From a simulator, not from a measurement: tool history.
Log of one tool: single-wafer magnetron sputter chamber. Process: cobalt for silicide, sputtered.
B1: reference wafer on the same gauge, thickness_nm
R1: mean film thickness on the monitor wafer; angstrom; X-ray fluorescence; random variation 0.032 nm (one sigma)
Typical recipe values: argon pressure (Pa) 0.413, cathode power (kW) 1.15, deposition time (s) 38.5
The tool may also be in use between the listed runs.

{"run": 1, "hour": 0.0, "argon pressure (Pa)": 0.413, "cathode power (kW)": 1, "deposition time (s)": 40.5, "B1": 25.204, "R1": 192.95}
{"run": 2, "hour": 32.6, "argon pressure (Pa)": 0.413, "cathode power (kW)": 1, "deposition time (s)": 40.5, "B1": 25.203, "R1": 192.23}
{"run": 3, "hour": 60.6, "argon pressure (Pa)": 0.413, "cathode power (kW)": 1, "deposition time (s)": 40.5, "B1": 25.207, "R1": 191.24}
{"run": 4, "hour": 93.4, "argon pressure (Pa)": 0.413, "cathode power (kW)": 1.3, "deposition time (s)": 38.5, "B1": 25.201, "R1": 235.11}
{"run": 5, "hour": 120.2, "argon pressure (Pa)": 0.307, "cathode power (kW)": 1.15, "deposition time (s)": 38.5, "B1": 25.188, "R1": 212}
{"run": 6, "hour": 150.4, "argon pressure (Pa)": 0.307, "cathode power (kW)": 1.15, "deposition time (s)": 38.5, "B1": 25.2, "R1": 212.71}
{"run": 7, "hour": 185.6, "argon pressure (Pa)": 0.307, "cathode power (kW)": 1.15, "deposition time (s)": 38.5, "B1": 25.203, "R1": 211.75}
{"hour": 207.2, "done": "sputter target and shields replaced"}
{"run": 8, "hour": 213.7, "argon pressure (Pa)": 0.413, "cathode power (kW)": 1.15, "deposition time (s)": 38.5, "B1": 25.198, "R1": 212.09}
{"run": 9, "hour": 235.1, "argon pressure (Pa)": 0.413, "cathode power (kW)": 1.15, "deposition time (s)": 35.3, "B1": 25.209, "R1": 193.42}
{"hour": 253.4, "done": "capacitance manometer re-zeroed and calibrated"}
{"run": 10, "hour": 260.7, "argon pressure (Pa)": 0.413, "cathode power (kW)": 1.15, "deposition time (s)": 35.3, "B1": 25.191, "R1": 191.4}
{"run": 11, "hour": 293.2, "argon pressure (Pa)": 0.413, "cathode power (kW)": 1.15, "deposition time (s)": 35.3, "B1": 25.204, "R1": 190.61}
{"run": 12, "hour": 317.9, "argon pressure (Pa)": 0.413, "cathode power (kW)": 1.15, "deposition time (s)": 38.5, "B1": 25.196, "R1": 207.73}
{"hour": 321.9, "done": "gauge calibrated"}
{"run": 13, "hour": 339.3, "argon pressure (Pa)": 0.413, "cathode power (kW)": 1.15, "deposition time (s)": 32.2, "B1": 25.196, "R1": 173.3}
{"run": 14, "hour": 351.8, "argon pressure (Pa)": 0.273, "cathode power (kW)": 1.05, "deposition time (s)": 34.7, "B1": 25.205, "R1": 175.68}
{"run": 15, "hour": 383.8, "argon pressure (Pa)": 0.413, "cathode power (kW)": 1.2, "deposition time (s)": 35.7, "B1": 25.196, "R1": 199.71}
{"run": 16, "hour": 397.2, "argon pressure (Pa)": 0.413, "cathode power (kW)": 1.15, "deposition time (s)": 38.5, "B1": 25.205, "R1": 207.03}
{"run": 17, "hour": 409.5, "argon pressure (Pa)": 0.475, "cathode power (kW)": 1.05, "deposition time (s)": 31.1, "B1": 25.207, "R1": 151.24}
{"hour": 417.7, "done": "sputter target and shields replaced"}
{"run": 18, "hour": 427.6, "argon pressure (Pa)": 0.413, "cathode power (kW)": 1.15, "deposition time (s)": 38.5, "B1": 25.198, "R1": 210.62}
{"run": 19, "hour": 439.9, "argon pressure (Pa)": 0.344, "cathode power (kW)": 0.95, "deposition time (s)": 38.5, "B1": 25.194, "R1": 176.69}
{"run": 20, "hour": 538.4, "argon pressure (Pa)": 0.413, "cathode power (kW)": 0.85, "deposition time (s)": 44.2, "B1": 25.203, "R1": 177.71}
{"hour": 547.5, "done": "magnet pack replaced"}
{"run": 21, "hour": 634.8, "argon pressure (Pa)": 0.566, "cathode power (kW)": 1.05, "deposition time (s)": 42.6, "B1": 25.207, "R1": 203.63}
{"run": 22, "hour": 649.3, "argon pressure (Pa)": 0.308, "cathode power (kW)": 1.15, "deposition time (s)": 38.5, "B1": 25.196, "R1": 211.92}
{"hour": 657.7, "done": "sputter target and shields replaced"}
{"run": 23, "hour": 677.6, "argon pressure (Pa)": 0.501, "cathode power (kW)": 1.15, "deposition time (s)": 38.5, "B1": 25.192, "R1": 207.21}
{"run": 24, "hour": 706.8, "argon pressure (Pa)": 0.5, "cathode power (kW)": 0.9, "deposition time (s)": 34.9, "B1": 25.199, "R1": 147.19}
{"run": 25, "hour": 722.9, "argon pressure (Pa)": 0.413, "cathode power (kW)": 1.3, "deposition time (s)": 34.5, "B1": 25.205, "R1": 212.3}
{"run": 26, "hour": 747.4, "argon pressure (Pa)": 0.288, "cathode power (kW)": 1.15, "deposition time (s)": 41.8, "B1": 25.189, "R1": 232.73}
{"run": 27, "hour": 765.2, "argon pressure (Pa)": 0.413, "cathode power (kW)": 1.15, "deposition time (s)": 38.5, "B1": 25.202, "R1": 208.4}
{"run": 28, "hour": 794.3, "argon pressure (Pa)": 0.255, "cathode power (kW)": 1.15, "deposition time (s)": 40.7, "B1": 25.208, "R1": 226.74}
{"run": 29, "hour": 826.7, "argon pressure (Pa)": 0.345, "cathode power (kW)": 1.15, "deposition time (s)": 43.9, "B1": 25.185, "R1": 240.49}
{"run": 30, "hour": 851.8, "argon pressure (Pa)": 0.349, "cathode power (kW)": 1.15, "deposition time (s)": 38.5, "B1": 25.199, "R1": 211.31}
{"hour": 877.8, "done": "sputter target and shields replaced"}
{"run": 31, "hour": 878.3, "argon pressure (Pa)": 0.413, "cathode power (kW)": 1.25, "deposition time (s)": 38.5, "B1": 25.191, "R1": 229.97}
{"run": 32, "hour": 890.5, "argon pressure (Pa)": 0.475, "cathode power (kW)": 1.05, "deposition time (s)": 31.1, "B1": 25.196, "R1": 154.89}
{"run": 33, "hour": 902.5, "argon pressure (Pa)": 0.472, "cathode power (kW)": 1.45, "deposition time (s)": 41.9, "B1": 25.205, "R1": 284.57}
{"run": 34, "hour": 915.3, "argon pressure (Pa)": 0.54, "cathode power (kW)": 1.25, "deposition time (s)": 33.5, "B1": 25.198, "R1": 194.4}
{"run": 35, "hour": 949.8, "argon pressure (Pa)": 0.265, "cathode power (kW)": 1.45, "deposition time (s)": 38.5, "B1": 25.202, "R1": 270.4}

For each run, what was the tool's unlogged condition?
gauge reads high (%): 0 on each run
H1: deposition rate above that of a new target (%)
H2: true argon pressure above the setpoint (%)
run=1 H1=-1.25 H2=-9.94
run=2 H1=-1.66 H2=-9.97
run=3 H1=-1.9 H2=-9.99
run=4 H1=-2.1 H2=-10
run=5 H1=-2.21 H2=-10
run=6 H1=-2.29 H2=-10.1
run=7 H1=-2.36 H2=-10.1
run=8 H1=-0.388 H2=-10.1
run=9 H1=-0.857 H2=-10.1
run=10 H1=-1.28 H2=-0.913
run=11 H1=-1.65 H2=-1.42
run=12 H1=-1.84 H2=-1.79
run=13 H1=-1.97 H2=-2.11
run=14 H1=-2.03 H2=-2.29
run=15 H1=-2.15 H2=-2.74
run=16 H1=-2.19 H2=-2.93
run=17 H1=-2.22 H2=-3.1
run=18 H1=-0.447 H2=-3.34
run=19 H1=-0.72 H2=-3.5
run=20 H1=-1.88 H2=-4.74
run=21 H1=-2.22 H2=-5.84
run=22 H1=-2.24 H2=-5.99
run=23 H1=-0.586 H2=-6.29
run=24 H1=-1.1 H2=-6.59
run=25 H1=-1.32 H2=-6.75
run=26 H1=-1.57 H2=-6.99
run=27 H1=-1.71 H2=-7.16
run=28 H1=-1.88 H2=-7.44
run=29 H1=-2.02 H2=-7.73
run=30 H1=-2.09 H2=-7.95
run=31 H1=-0.193 H2=-8.18
run=32 H1=-0.498 H2=-8.28
run=33 H1=-0.757 H2=-8.38
run=34 H1=-0.992 H2=-8.49
run=35 H1=-1.47 H2=-8.76
